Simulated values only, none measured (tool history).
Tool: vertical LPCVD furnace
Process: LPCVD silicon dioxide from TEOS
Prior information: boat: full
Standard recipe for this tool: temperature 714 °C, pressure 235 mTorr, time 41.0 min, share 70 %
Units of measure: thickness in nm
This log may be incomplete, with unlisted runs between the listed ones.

run   hour  temperature  pressure  time  share  read-back reference wafer on the same gauge, thickness  thickness
  1    0.0          714       190  41.0     70                                                  427.31     355.88
  2   12.5          714       190  41.0     70                                                  427.29     359.12
      42.2  -- pressure gauge zeroed
  3   42.7          714       190  41.0     70                                                  426.93     358.87
  4   75.3          714       235  41.0     70                                                  427.08     398.30
  5   87.5          714       235  41.0     70                                                  426.87     399.24
  6  113.7          714       235  41.0     70                                                  427.10     398.28
  7  130.5          714       235  41.0     70                                                  427.02     399.37
  8  152.8          714       235  41.0     70                                                  426.90     399.75
  9  173.2          714       235  41.0     70                                                  426.87     399.89
     250.1  -- thermocouples replaced and temperature profile calibrated
 10  270.4          723       235  41.0     70                                                  426.84     474.95
 11  283.5          723       235  41.0     70                                                  427.16     475.38
 12  316.2          723       235  41.0     70                                                  426.90     476.36
 13  329.3          714       235  41.0     70                                                  426.87     387.49
 14  348.0          714       210  33.0     56                                                  426.73     264.54
 15  374.8          709       235  41.0     70                                                  426.96     347.08
 16  421.8          714       270  41.0     61                                                  426.99     391.24
 17  437.5          719       200  33.0     76                                                  427.18     335.50
     456.2  -- gauge calibrated
 18  463.5          714       235  41.0     70                                                  427.01     388.30
 19  490.9          714       175  35.5     70                                                  427.18     290.44
 20  510.4          711       270  41.0     80                                                  426.72     416.88
 21  524.4          724       220  36.5     70                                                  426.95     417.70
     612.9  -- TEOS flow controller replaced
 22  631.6          714       235  41.0     70                                                  426.83     388.69
 23  656.8          703       195  36.5     78                                                  426.66     257.83
 24  675.7          704       260  56.5     84                                                  427.06     496.69
 25  691.3          714       235  41.0     77                                                  426.90     408.25
 26  709.3          722       235  41.0     70                                                  427.45     466.50
 27  742.8          714       235  41.0     70                                                  426.95     391.47
 28  769.1          714       235  41.0     70                                                  426.91     390.54
 29  793.0          714       235  41.0     70                                                  426.77     392.50
 30  825.3          718       235  32.0     74                                                  426.71     343.09
 31  846.6          714       210  41.0     78                                                  426.70     390.73
 32  900.6          706       250  41.0     70                                                  427.32     337.06

Branching from run 32: 3 alternative next runs. What would each branch give?
  A  905.3          714       235  41.0     70                                                       ?          ?
  B  905.3          714       235  41.0     83                                                       ?          ?
  C  905.3          703       235  41.0     70                                                       ?          ?

run  read-back reference wafer on the same gauge, thickness  thickness
  A                                                  427.00     392.54
  B                                                  427.00     427.44
  C                                                  427.00     305.40
With the hidden condition removed and each run's random variation left untouched, the same runs would have given:
run  thickness
  A     386.28
  B     420.63
  C     300.42
